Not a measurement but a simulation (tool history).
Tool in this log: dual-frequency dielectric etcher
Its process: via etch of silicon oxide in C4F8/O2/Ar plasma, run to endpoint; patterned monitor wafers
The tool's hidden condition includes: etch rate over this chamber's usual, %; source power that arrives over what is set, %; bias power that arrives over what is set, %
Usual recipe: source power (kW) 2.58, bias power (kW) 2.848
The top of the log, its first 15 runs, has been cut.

| run | hour | source power (kW) | bias power (kW) | wafers since the last listed run | hours since the last wet clean | hours since the last source power generator calibration | hours since the last bias power generator calibration | hours since the last upper electrode change | incoming incoming film thickness, nm | endpoint time (s) |
|---|---|---|---|---|---|---|---|---|---|---|
| 16 | 1175.6 | 2.58 | 2.848 | 334 | 205.4 | 1689.8 | 95.8 | 2691.3 | 1732.5 | 274.2 |
| 17 | 1221 | 2.17 | 2.509 | 240 | 250.8 | 1735.2 | 141.2 | 2736.7 | 1739.9 | 304.6 |
| 18 | 1310.5 | 1.96 | 3.317 | 475 | 340.3 | 1824.7 | 230.7 | 2826.2 | 1732.5 | 289.4 |
| 19 | 1393.3 | 2.58 | 2.848 | 439 | 423.1 | 1907.5 | 313.5 | 2909 | 1712.9 | 266.1 |
|  | 1421.7 | wet clean of the chamber |
|  | 1488.4 | source power generator calibrated |
| 20 | 1488.9 | 2.75 | 2.396 | 358 | 67.2 | 0.5 | 409.1 | 3004.6 | 1726.6 | 285.1 |
| 21 | 1558.6 | 2.58 | 3.161 | 369 | 136.9 | 70.2 | 478.8 | 3074.3 | 1745.2 | 274 |
|  | 1629.4 | upper electrode replaced |
| 22 | 1640 | 2.16 | 2.293 | 304 | 218.3 | 151.6 | 560.2 | 10.6 | 1727.1 | 311.6 |
| 23 | 1743.1 | 1.94 | 3.143 | 547 | 321.4 | 254.7 | 663.3 | 113.7 | 1730.5 | 299 |
| 24 | 1841.6 | 2.58 | 2.848 | 522 | 419.9 | 353.2 | 761.8 | 212.2 | 1735.1 | 275.1 |
|  | 1907.1 | wet clean of the chamber |
| 25 | 1907.6 | 2.58 | 2.848 | 222 | 0.5 | 419.2 | 827.8 | 278.2 | 1729.1 | 279.8 |
| 26 | 2002.6 | 2.37 | 2.225 | 504 | 95.5 | 514.2 | 922.8 | 373.2 | 1715.4 | 307 |
| 27 | 2042.1 | 2.74 | 2.17 | 209 | 135 | 553.7 | 962.3 | 412.7 | 1732.2 | 286 |
| 28 | 2081.5 | 2.1 | 2.848 | 209 | 174.4 | 593.1 | 1001.7 | 452.1 | 1750.2 | 301.9 |
| 29 | 2185.5 | 2.58 | 2.848 | 552 | 278.4 | 697.1 | 1105.7 | 556.1 | 1734 | 268.2 |
| 30 | 2242.5 | 2.58 | 2.848 | 302 | 335.4 | 754.1 | 1162.7 | 613.1 | 1723.6 | 268.2 |
| 31 | 2284 | 2.84 | 3.044 | 220 | 376.9 | 795.6 | 1204.2 | 654.6 | 1716.7 | 251.6 |

Each row is a separate what-if for the run after 31, all from the same tool condition, not one after another. Results?
| A | 2284.5 | 2.58 | 2.848 | 2 | 377.4 | 796.1 | 1204.7 | 655.1 | 1738.1 | ? |
| B | 2284.5 | 2.87 | 3.149 | 2 | 377.4 | 796.1 | 1204.7 | 655.1 | 1738.1 | ? |
| C | 2284.5 | 2.87 | 2.848 | 2 | 377.4 | 796.1 | 1204.7 | 655.1 | 1738.1 | ? |
| D | 2284.5 | 2.39 | 2.161 | 2 | 377.4 | 796.1 | 1204.7 | 655.1 | 1738.1 | ? |

| run | endpoint time (s) |
|---|---|
| A | 268.8 |
| B | 249.9 |
| C | 256.7 |
| D | 298 |
What these runs would have given with no unlogged condition in the tool:
| run | endpoint time (s) |
|---|---|
| A | 281.8 |
| B | 262.1 |
| C | 269.1 |
| D | 312.4 |

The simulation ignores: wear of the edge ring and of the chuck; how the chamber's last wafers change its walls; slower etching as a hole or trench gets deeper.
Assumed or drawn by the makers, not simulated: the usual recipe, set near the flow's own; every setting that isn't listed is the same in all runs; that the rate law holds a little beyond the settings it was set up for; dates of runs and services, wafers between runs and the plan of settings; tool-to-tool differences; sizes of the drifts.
